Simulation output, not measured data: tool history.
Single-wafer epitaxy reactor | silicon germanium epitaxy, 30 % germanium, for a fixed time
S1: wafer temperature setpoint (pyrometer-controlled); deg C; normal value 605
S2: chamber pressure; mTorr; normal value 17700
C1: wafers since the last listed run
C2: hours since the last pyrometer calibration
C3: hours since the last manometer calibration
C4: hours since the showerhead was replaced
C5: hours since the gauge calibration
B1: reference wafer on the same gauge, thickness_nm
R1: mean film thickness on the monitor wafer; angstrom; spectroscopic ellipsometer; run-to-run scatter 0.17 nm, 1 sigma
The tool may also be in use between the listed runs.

run	hour	S1	S2	C1	C2	C3	C4	C5	B1	R1
1	0.0	605	19400	0	1196.5	891.3	4749.7	2153.8	64.835	618.65
2	60.2	596	15400	807	1256.7	951.5	4809.9	2214.0	64.901	446.16
3	151.0	596	15400	1217	1347.5	1042.3	4900.7	2304.8	64.874	447.24
4	251.6	613	17700	1349	1448.1	1142.9	5001.3	2405.4	64.934	694.31
5	323.3	605	17700	961	1519.8	1214.6	5073.0	2477.1	65.024	589.33
6	408.2	605	17700	1138	1604.7	1299.5	5157.9	2562.0	65.091	586.74
7	447.2	617	17700	523	1643.7	1338.5	5196.9	2601.0	65.155	751.09
8	517.9	617	17700	948	1714.4	1409.2	5267.6	2671.7	65.126	750.58
9	557.6	617	17700	532	1754.1	1448.9	5307.3	2711.4	65.130	750.91
10	624.4	605	17700	896	1820.9	1515.7	5374.1	2778.2	65.155	593.31
11	688.1	605	17700	854	1884.6	1579.4	5437.8	2841.9	65.245	592.33
12	759.2	605	17700	953	1955.7	1650.5	5508.9	2913.0	65.322	592.95
13	844.9	605	17700	1149	2041.4	1736.2	5594.6	2998.7	65.409	591.19
14	943.6	605	17700	1323	2140.1	1834.9	5693.3	3097.4	65.440	588.25
15	1036.0	605	17700	1239	2232.5	1927.3	5785.7	3189.8	65.364	593.84
16	1185.8	605	17700	2009	2382.3	2077.1	5935.5	3339.6	65.495	592.72
17	1272.5	605	17700	1162	2469.0	2163.8	6022.2	3426.3	65.605	592.15
18	1308.6	615	15900	484	2505.1	2199.9	6058.3	3462.4	65.629	681.86
19	1381.3	601	13600	975	2577.8	2272.6	6131.0	3535.1	65.618	465.06
20	1436.0	617	17700	733	2632.5	2327.3	6185.7	3589.8	65.642	760.24
21	1674.1	605	17700	3193	2870.6	2565.4	6423.8	3827.9	65.769	594.98
# hour 1689.3: gauge calibrated
22	1752.6	593	16300	1052	2949.1	2643.9	6502.3	63.3	63.684	427.61
# hour 1820.7: pyrometer calibrated
23	1889.0	595	13800	1722	68.3	2780.3	6638.7	199.7	63.767	399.75
24	1996.0	605	17700	1435	175.3	2887.3	6745.7	306.7	63.952	580.39
25	2079.9	601	18900	1125	259.2	2971.2	6829.6	390.6	63.855	553.38
# hour 2139.4: showerhead replaced
26	2143.5	619	14500	745	322.8	3034.8	4.1	454.2	63.878	678.28
# hour 2185.3: capacitance manometer re-zeroed and calibrated
27	2185.8	593	17700	460	365.1	0.5	46.4	496.5	63.985	451.17
28	2246.3	596	19600	811	425.6	61.0	106.9	557.0	63.977	512.37
29	2316.2	605	17700	937	495.5	130.9	176.8	626.9	64.101	580.23
30	2397.6	619	14500	1091	576.9	212.3	258.2	708.3	64.064	681.27
31	2478.0	594	19000	1078	657.3	292.7	338.6	788.7	64.099	483.29
32	2572.4	612	14100	1266	751.7	387.1	433.0	883.1	64.123	580.95
33	2637.3	599	20800	870	816.6	452.0	497.9	948.0	64.187	563.79
34	2673.9	605	17700	490	853.2	488.6	534.5	984.6	64.268	583.25
35	2871.8	611	19600	2654	1051.1	686.5	732.4	1182.5	64.344	696.64
36	2971.5	605	17700	1337	1150.8	786.2	832.1	1282.2	64.418	582.76

What differs in the tool's unlogged condition from the final listed run ahead of each entry between runs to the first listed run following it?
Run 21 -> run 22: gauge calibrated (hour 1689.3)
  gauge reads high (%): 3.29 -> 0.0351
  measured less the result without the state, R1: +18.92 -> +0.15 angstrom
Run 22 -> run 23: pyrometer calibrated (hour 1820.7)
  gauge reads high (%): 0.0351 -> 0.155
  measured less the result without the state, R1: +0.15 -> +0.62 angstrom
Run 25 -> run 26: showerhead replaced (hour 2139.4)
  gauge reads high (%): 0.323 -> 0.378
  measured less the result without the state, R1: +1.78 -> +2.56 angstrom
Run 26 -> run 27: capacitance manometer re-zeroed and calibrated (hour 2185.3)
  gauge reads high (%): 0.378 -> 0.416
  measured less the result without the state, R1: +2.56 -> +1.87 angstrom

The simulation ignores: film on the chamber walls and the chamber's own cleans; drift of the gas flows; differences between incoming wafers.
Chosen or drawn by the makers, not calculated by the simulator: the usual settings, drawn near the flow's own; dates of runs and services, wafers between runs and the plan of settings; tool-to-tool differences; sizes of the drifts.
